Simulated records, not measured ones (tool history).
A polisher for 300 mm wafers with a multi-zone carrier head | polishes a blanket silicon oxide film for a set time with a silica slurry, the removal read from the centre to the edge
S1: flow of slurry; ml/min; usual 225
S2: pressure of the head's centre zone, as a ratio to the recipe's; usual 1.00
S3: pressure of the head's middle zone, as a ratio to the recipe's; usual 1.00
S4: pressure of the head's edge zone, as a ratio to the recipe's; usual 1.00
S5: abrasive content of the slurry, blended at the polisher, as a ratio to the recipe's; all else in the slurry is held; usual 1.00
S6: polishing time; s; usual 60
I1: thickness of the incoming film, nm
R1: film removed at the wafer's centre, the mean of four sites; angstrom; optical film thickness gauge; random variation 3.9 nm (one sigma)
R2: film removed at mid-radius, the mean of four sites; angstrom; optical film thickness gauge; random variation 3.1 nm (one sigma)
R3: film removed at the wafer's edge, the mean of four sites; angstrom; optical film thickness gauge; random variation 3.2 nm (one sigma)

{"run": 1, "day": 0.0, "S1": 225, "S2": 1.0, "S3": 1.0, "S4": 1.0, "S5": 1.0, "S6": 60, "I1": 1350.5, "R1": 3154, "R2": 2911, "R3": 2936}
{"run": 2, "day": 2.0, "S1": 225, "S2": 1.0, "S3": 1.0, "S4": 1.0, "S5": 1.0, "S6": 60, "I1": 1339.2, "R1": 3139, "R2": 2823, "R3": 2929}
{"run": 3, "day": 4.025, "S1": 225, "S2": 1.0, "S3": 1.0, "S4": 1.0, "S5": 1.0, "S6": 60, "I1": 1350.6, "R1": 3235, "R2": 2884, "R3": 2839}
{"day": 5.554, "done": "worn pad replaced by a new one"}
{"run": 4, "day": 5.575, "S1": 225, "S2": 1.0, "S3": 1.0, "S4": 1.0, "S5": 1.0, "S6": 60, "I1": 1316.6, "R1": 3170, "R2": 2871, "R3": 2880}
{"day": 6.821, "done": "slurry nozzle cleaned"}
{"run": 5, "day": 7.45, "S1": 225, "S2": 1.0, "S3": 1.0, "S4": 1.0, "S5": 1.0, "S6": 60, "I1": 1322.6, "R1": 3266, "R2": 2906, "R3": 2920}
{"run": 6, "day": 9.188, "S1": 255, "S2": 1.0, "S3": 1.0, "S4": 1.0, "S5": 1.0, "S6": 60, "I1": 1334.6, "R1": 3344, "R2": 2878, "R3": 2925}
{"day": 10.05, "done": "carrier head's membrane replaced by a new one"}
{"run": 7, "day": 11.296, "S1": 225, "S2": 1.0, "S3": 1.0, "S4": 1.0, "S5": 1.0, "S6": 60, "I1": 1357.6, "R1": 3184, "R2": 2942, "R3": 2956}
{"day": 12.317, "done": "edge zone pressure recalibrated"}
{"run": 8, "day": 12.829, "S1": 225, "S2": 1.0, "S3": 1.0, "S4": 1.0, "S5": 1.0, "S6": 60, "I1": 1312.7, "R1": 3186, "R2": 2863, "R3": 2918}
{"day": 14.75, "done": "worn pad replaced by a new one"}
{"run": 9, "day": 15.108, "S1": 225, "S2": 0.92, "S3": 1.0, "S4": 1.0, "S5": 1.0, "S6": 60, "I1": 1343.7, "R1": 2929, "R2": 2858, "R3": 2964}
{"run": 10, "day": 16.754, "S1": 225, "S2": 1.0, "S3": 1.0, "S4": 1.07, "S5": 1.0, "S6": 60, "I1": 1355.7, "R1": 3191, "R2": 2877, "R3": 3005}
{"run": 11, "day": 18.05, "S1": 285, "S2": 1.05, "S3": 1.0, "S4": 1.0, "S5": 1.0, "S6": 42, "I1": 1336.4, "R1": 2437, "R2": 2052, "R3": 2060}
{"run": 12, "day": 20.396, "S1": 300, "S2": 1.0, "S3": 1.0, "S4": 0.9, "S5": 1.0, "S6": 72, "I1": 1346.8, "R1": 4020, "R2": 3607, "R3": 3372}
{"day": 21.867, "done": "worn pad replaced by a new one"}
{"run": 13, "day": 22.621, "S1": 225, "S2": 1.05, "S3": 1.05, "S4": 1.0, "S5": 0.85, "S6": 71, "I1": 1329.1, "R1": 3683, "R2": 3312, "R3": 3232}
{"day": 22.821, "done": "centre zone pressure recalibrated"}
{"run": 14, "day": 24.429, "S1": 285, "S2": 1.05, "S3": 1.0, "S4": 1.0, "S5": 1.0, "S6": 42, "I1": 1343.0, "R1": 2219, "R2": 2086, "R3": 2064}
{"day": 30.267, "done": "edge zone pressure recalibrated"}
{"day": 30.717, "done": "carrier head's membrane replaced by a new one"}
{"day": 30.879, "done": "worn pad replaced by a new one"}
{"run": 15, "day": 30.9, "S1": 225, "S2": 1.0, "S3": 1.0, "S4": 1.0, "S5": 1.0, "S6": 60, "I1": 1339.5, "R1": 3097, "R2": 2874, "R3": 2929}
{"day": 32.596, "done": "slurry nozzle cleaned"}
{"run": 16, "day": 33.729, "S1": 225, "S2": 1.0, "S3": 1.0, "S4": 1.0, "S5": 1.0, "S6": 45, "I1": 1335.1, "R1": 2389, "R2": 2184, "R3": 2152}
{"run": 17, "day": 36.162, "S1": 225, "S2": 1.0, "S3": 1.0, "S4": 0.92, "S5": 1.0, "S6": 65, "I1": 1366.3, "R1": 3375, "R2": 3117, "R3": 3000}
{"run": 18, "day": 39.121, "S1": 195, "S2": 1.1, "S3": 1.05, "S4": 0.91, "S5": 1.0, "S6": 60, "I1": 1338.2, "R1": 3416, "R2": 2935, "R3": 2792}
{"day": 39.75, "done": "worn pad replaced by a new one"}
{"run": 19, "day": 41.392, "S1": 225, "S2": 1.0, "S3": 1.1, "S4": 1.0, "S5": 1.0, "S6": 60, "I1": 1320.0, "R1": 3204, "R2": 3134, "R3": 2902}

Measured less the same run without the tool's hidden state. The same run-to-run variation is in both; the gauge's scatter may not be:
The hidden state here: removal rate lost through wear of the pad, %; slurry flow missing at the pad, %; deviation of the centre zone's pressure from its setpoint, %; deviation of the edge zone's pressure from its setpoint, %.
run=1 R1=+210
run=2 R1=+220
run=3 R1=+237
run=4 R1=+239
run=5 R1=+253
run=6 R1=+265
run=7 R1=+258
run=8 R1=+262
run=9 R1=+246
run=10 R1=+270
run=11 R1=+207
run=12 R1=+347
run=13 R1=+319
run=14 R1=+52
run=15 R1=+169
run=16 R1=+153
run=17 R1=+236
run=18 R1=+259
run=19 R1=+257
R2: within 2 angstrom of the measured result in every run.
R3: 0 in every run.
